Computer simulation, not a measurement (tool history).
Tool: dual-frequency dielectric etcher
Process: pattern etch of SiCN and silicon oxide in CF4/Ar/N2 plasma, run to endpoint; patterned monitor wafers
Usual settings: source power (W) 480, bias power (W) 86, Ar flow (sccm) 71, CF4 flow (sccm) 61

| run | day | source power (W) | bias power (W) | Ar flow (sccm) | CF4 flow (sccm) | wafers since the last listed run | hours since the last wet clean | hours since the last source power generator calibration | hours since the last bias power generator calibration | hours since the last Ar flow controller change | hours since the last CF4 flow controller change | hours since the last upper electrode change | incoming incoming film thickness, nm | endpoint time (s) |
|---|---|---|---|---|---|---|---|---|---|---|---|---|---|---|
| 1 | 0.000 | 530 | 86 | 71 | 61 | 0 | 434.6 | 1588.5 | 1860.7 | 3130.5 | 5259.7 | 2202.4 | 12.48 | 9.9 |
| 2 | 0.258 | 480 | 86 | 71 | 66 | 58 | 440.8 | 1594.7 | 1866.9 | 3136.7 | 5265.9 | 2208.6 | 12.55 | 10.8 |
|  | 1.671 | wet clean of the chamber |
|  | 2.079 | source power generator calibrated |
|  | 2.562 | upper electrode replaced |
| 3 | 2.583 | 480 | 86 | 71 | 66 | 152 | 21.9 | 12.1 | 1922.7 | 3192.5 | 5321.7 | 0.5 | 12.60 | 11.4 |
| 4 | 2.596 | 480 | 72 | 58 | 61 | 2 | 22.2 | 12.4 | 1923.0 | 3192.8 | 5322.0 | 0.8 | 12.50 | 12.1 |
| 5 | 2.608 | 480 | 72 | 58 | 61 | 2 | 22.5 | 12.7 | 1923.3 | 3193.1 | 5322.3 | 1.1 | 12.59 | 12.2 |
| 6 | 2.621 | 480 | 72 | 58 | 61 | 2 | 22.8 | 13.0 | 1923.6 | 3193.4 | 5322.6 | 1.4 | 12.54 | 12.2 |
| 7 | 2.958 | 480 | 86 | 71 | 61 | 75 | 30.9 | 21.1 | 1931.7 | 3201.5 | 5330.7 | 9.5 | 12.61 | 11.5 |
|  | 3.767 | Ar flow controller replaced |
| 8 | 3.788 | 480 | 86 | 71 | 61 | 130 | 50.8 | 41.0 | 1951.6 | 0.5 | 5350.6 | 29.4 | 12.57 | 11.4 |
| 9 | 3.829 | 480 | 86 | 71 | 61 | 9 | 51.8 | 42.0 | 1952.6 | 1.5 | 5351.6 | 30.4 | 12.51 | 11.4 |
| 10 | 4.125 | 390 | 71 | 77 | 50 | 66 | 58.9 | 49.1 | 1959.7 | 8.6 | 5358.7 | 37.5 | 12.57 | 16.1 |
| 11 | 4.546 | 480 | 86 | 71 | 61 | 94 | 69.0 | 59.2 | 1969.8 | 18.7 | 5368.8 | 47.6 | 12.55 | 11.4 |
| 12 | 4.917 | 480 | 86 | 71 | 61 | 83 | 77.9 | 68.1 | 1978.7 | 27.6 | 5377.7 | 56.5 | 12.37 | 11.2 |
| 13 | 5.296 | 540 | 86 | 62 | 46 | 85 | 87.0 | 77.2 | 1987.8 | 36.7 | 5386.8 | 65.6 | 12.54 | 10.5 |
| 14 | 5.958 | 480 | 86 | 85 | 61 | 148 | 102.9 | 93.1 | 2003.7 | 52.6 | 5402.7 | 81.5 | 12.43 | 11.5 |
|  | 6.408 | CF4 flow controller replaced |
| 15 | 6.550 | 480 | 64 | 86 | 52 | 76 | 117.1 | 107.3 | 2017.9 | 66.8 | 3.4 | 95.7 | 12.55 | 13.9 |
| 16 | 6.846 | 370 | 79 | 63 | 73 | 66 | 124.2 | 114.4 | 2025.0 | 73.9 | 10.5 | 102.8 | 12.51 | 14.6 |
| 17 | 7.125 | 380 | 86 | 71 | 61 | 62 | 130.9 | 121.1 | 2031.7 | 80.6 | 17.2 | 109.5 | 12.39 | 14.1 |
|  | 7.796 | bias power generator calibrated |
| 18 | 7.817 | 480 | 86 | 71 | 53 | 118 | 147.5 | 137.7 | 0.5 | 97.2 | 33.8 | 126.1 | 12.48 | 11.5 |
| 19 | 8.438 | 480 | 101 | 81 | 67 | 139 | 162.4 | 152.6 | 15.4 | 112.1 | 48.7 | 141.0 | 12.45 | 10.4 |
| 20 | 8.883 | 480 | 86 | 71 | 61 | 100 | 173.1 | 163.3 | 26.1 | 122.8 | 59.4 | 151.7 | 12.54 | 11.2 |
| 21 | 9.242 | 480 | 86 | 71 | 50 | 80 | 181.7 | 171.9 | 34.7 | 131.4 | 68.0 | 160.3 | 12.41 | 11.5 |
| 22 | 9.979 | 480 | 72 | 58 | 61 | 165 | 199.4 | 189.6 | 52.4 | 149.1 | 85.7 | 178.0 | 12.37 | 11.7 |
| 23 | 10.538 | 480 | 98 | 71 | 47 | 125 | 212.8 | 203.0 | 65.8 | 162.5 | 99.1 | 191.4 | 12.65 | 11.0 |
| 24 | 11.042 | 580 | 100 | 58 | 69 | 113 | 224.9 | 215.1 | 77.9 | 174.6 | 111.2 | 203.5 | 12.60 | 8.4 |

4 ways to go on from here, each from the tool as it stands after run 24. What would each give?
| A | 11.058 | 480 | 86 | 71 | 70 | 3 | 225.3 | 215.5 | 78.3 | 175.0 | 111.6 | 203.9 | 12.39 | ? |
| B | 11.058 | 570 | 69 | 71 | 73 | 3 | 225.3 | 215.5 | 78.3 | 175.0 | 111.6 | 203.9 | 12.39 | ? |
| C | 11.058 | 420 | 86 | 71 | 68 | 3 | 225.3 | 215.5 | 78.3 | 175.0 | 111.6 | 203.9 | 12.39 | ? |
| D | 11.058 | 530 | 86 | 71 | 70 | 3 | 225.3 | 215.5 | 78.3 | 175.0 | 111.6 | 203.9 | 12.39 | ? |

| run | endpoint time (s) |
|---|---|
| A | 10.8 |
| B | 10.0 |
| C | 12.4 |
| D | 9.8 |
Without the tool's hidden state the same runs would have given:
| run | endpoint time (s) |
|---|---|
| A | 11.0 |
| B | 10.2 |
| C | 12.7 |
| D | 10.0 |
